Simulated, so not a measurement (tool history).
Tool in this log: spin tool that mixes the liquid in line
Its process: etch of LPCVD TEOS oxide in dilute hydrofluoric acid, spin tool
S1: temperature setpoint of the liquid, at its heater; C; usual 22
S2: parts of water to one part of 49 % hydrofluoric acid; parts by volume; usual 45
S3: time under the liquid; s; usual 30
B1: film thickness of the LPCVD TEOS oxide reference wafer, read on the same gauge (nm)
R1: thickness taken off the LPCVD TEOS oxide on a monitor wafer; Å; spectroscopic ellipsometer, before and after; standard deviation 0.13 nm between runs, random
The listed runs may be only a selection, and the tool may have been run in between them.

Run 1, day 0: usual settings but S3 25 s; B1 119.72. Result: R1 320.6 Å.
Run 2, day 3.783: usual settings but S3 25 s; B1 119.31. Result: R1 319.9 Å.
Run 3, day 5.775: usual settings but S3 40 s; B1 119. Result: R1 508.1 Å.
Run 4, day 6.875: usual settings but S2 50 parts by volume; B1 118.81. Result: R1 338.2 Å.
Run 5, day 8.192: usual settings but S2 50 parts by volume, S3 40 s; B1 118.68. Result: R1 452.8 Å.
Run 6, day 9.217: usual settings but S2 50 parts by volume, S3 40 s; B1 118.47. Result: R1 455.1 Å.
Run 7, day 12.208: usual settings but S1 25.5 C, S3 25 s; B1 117.97. Result: R1 362.8 Å.
Run 8, day 13.504: usual settings but S1 25.5 C, S3 25 s; B1 117.67. Result: R1 359.7 Å.
Run 9, day 16.012: usual settings; B1 117.18. Result: R1 372.1 Å.
At day 16.904: gauge calibrated.
Run 10, day 17.925: usual settings; B1 119.8. Result: R1 382.5 Å.
Run 11, day 24.067: usual settings; B1 119.6. Result: R1 381.6 Å.
Run 12, day 26.321: usual settings but S1 19 C, S2 30 parts by volume, S3 15 s; B1 119.5. Result: R1 255.8 Å.
Run 13, day 28.746: usual settings but S1 19 C, S2 65 parts by volume; B1 119.29. Result: R1 226.1 Å.
At day 29.079: thermometer replaced.
Run 14, day 31.554: usual settings but S1 27 C, S3 20 s; B1 118.99. Result: R1 311.3 Å.
Run 15, day 33.042: usual settings but S3 15 s; B1 118.86. Result: R1 190.1 Å.
Run 16, day 36.012: usual settings but S1 25 C, S2 30 parts by volume; B1 118.45. Result: R1 654.9 Å.
At day 36.117: hydrofluoric acid flow meter replaced.
Run 17, day 38.612: usual settings but S1 26 C, S2 50 parts by volume, S3 15 s; B1 118.08. Result: R1 198.8 Å.
Run 18, day 40.067: usual settings but S1 26.5 C, S2 60 parts by volume, S3 25 s; B1 117.82. Result: R1 277.2 Å.
At day 40.629: gauge calibrated.
Run 19, day 42.083: usual settings; B1 120.08. Result: R1 385.2 Å.
Run 20, day 43.7: usual settings but S1 26 C, S3 40 s; B1 120.07. Result: R1 603.3 Å.
Run 21, day 45.321: usual settings; B1 120.01. Result: R1 385.6 Å.
Run 22, day 47.521: usual settings but S1 17 C, S2 60 parts by volume, S3 15 s; B1 119.94. Result: R1 114.4 Å.

Alternative continuations, all from the tool just after run 22; predict every row:
Run A, day 47.538: usual settings but S2 60 parts by volume; B1 ?. Result: R1 ?.
Run B, day 47.538: usual settings but S1 20.5 C; B1 ?. Result: R1 ?.
Run C, day 47.538: usual settings but S1 25.5 C; B1 ?. Result: R1 ?.
Run D, day 47.538: usual settings but S2 30 parts by volume; B1 ?. Result: R1 ?.

run      B1     R1
  A  119.94  282.2
  B  119.94  359.9
  C  119.94  443.2
  D  119.94  586.2
Take away the tool's hidden state, keep each run's random variation, and the runs would have read:
run     R1
  A  282.4
  B  360.2
  C  443.5
  D  586.6
